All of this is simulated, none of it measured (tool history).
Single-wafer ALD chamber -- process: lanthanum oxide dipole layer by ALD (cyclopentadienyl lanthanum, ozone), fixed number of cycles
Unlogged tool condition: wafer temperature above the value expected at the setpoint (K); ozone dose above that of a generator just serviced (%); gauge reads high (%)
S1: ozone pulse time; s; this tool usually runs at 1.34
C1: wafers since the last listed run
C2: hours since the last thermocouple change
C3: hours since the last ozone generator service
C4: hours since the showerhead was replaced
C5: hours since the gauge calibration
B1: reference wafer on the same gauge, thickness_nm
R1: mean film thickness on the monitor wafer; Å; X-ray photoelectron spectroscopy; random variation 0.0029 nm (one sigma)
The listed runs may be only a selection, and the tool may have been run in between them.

Run 1, hour 0.0: usual settings but S1 1.67 s; C1 0; C2 525.1; C3 797.6; C4 3558.1; C5 85.3; B1 0.518. Result: R1 5.27 Å.
Run 2, hour 58.4: usual settings but S1 1.67 s; C1 1186; C2 583.5; C3 856.0; C4 3616.5; C5 143.7; B1 0.517. Result: R1 5.30 Å.
Run 3, hour 127.6: usual settings but S1 1.67 s; C1 1405; C2 652.7; C3 925.2; C4 3685.7; C5 212.9; B1 0.519. Result: R1 5.25 Å.
Run 4, hour 196.5: usual settings; C1 1399; C2 721.6; C3 994.1; C4 3754.6; C5 281.8; B1 0.519. Result: R1 4.92 Å.
Run 5, hour 254.2: usual settings; C1 1172; C2 779.3; C3 1051.8; C4 3812.3; C5 339.5; B1 0.518. Result: R1 4.93 Å.
Run 6, hour 317.3: usual settings; C1 1281; C2 842.4; C3 1114.9; C4 3875.4; C5 402.6; B1 0.517. Result: R1 4.94 Å.
Run 7, hour 350.8: usual settings but S1 1.73 s; C1 680; C2 875.9; C3 1148.4; C4 3908.9; C5 436.1; B1 0.518. Result: R1 5.26 Å.
Run 8, hour 383.9: usual settings; C1 672; C2 909.0; C3 1181.5; C4 3942.0; C5 469.2; B1 0.518. Result: R1 4.89 Å.
At hour 424.4: thermocouple changed; heater temperature recalibrated.
Run 9, hour 428.2: usual settings; C1 737; C2 3.8; C3 1225.8; C4 3986.3; C5 513.5; B1 0.518. Result: R1 4.86 Å.
Run 10, hour 462.6: usual settings; C1 698; C2 38.2; C3 1260.2; C4 4020.7; C5 547.9; B1 0.517. Result: R1 4.91 Å.
At hour 474.9: showerhead replaced.
Run 11, hour 524.2: usual settings but S1 1.78 s; C1 1088; C2 99.8; C3 1321.8; C4 49.3; C5 609.5; B1 0.518. Result: R1 5.29 Å.
At hour 704.5: ozone generator serviced.
Run 12, hour 705.0: usual settings; C1 3510; C2 280.6; C3 0.5; C4 230.1; C5 790.3; B1 0.518. Result: R1 5.05 Å.
Run 13, hour 753.7: usual settings but S1 1.84 s; C1 989; C2 329.3; C3 49.2; C4 278.8; C5 839.0; B1 0.518. Result: R1 5.36 Å.
Run 14, hour 817.2: usual settings but S1 1.50 s; C1 1289; C2 392.8; C3 112.7; C4 342.3; C5 902.5; B1 0.519. Result: R1 5.18 Å.
Run 15, hour 849.7: usual settings but S1 1.71 s; C1 660; C2 425.3; C3 145.2; C4 374.8; C5 935.0; B1 0.517. Result: R1 5.34 Å.
Run 16, hour 914.8: usual settings but S1 1.80 s; C1 1322; C2 490.4; C3 210.3; C4 439.9; C5 1000.1; B1 0.518. Result: R1 5.38 Å.

Run 17 has not been measured yet. What should we expect?
Run 17, hour 972.8: usual settings but S1 1.77 s; C1 1178; C2 548.4; C3 268.3; C4 497.9; C5 1058.1; B1 ?. Result: R1 ?.

B1: 0.517
R1: 5.33 Å
The same run, on a tool lacking any hidden state, would have yielded R1 5.35 Å.
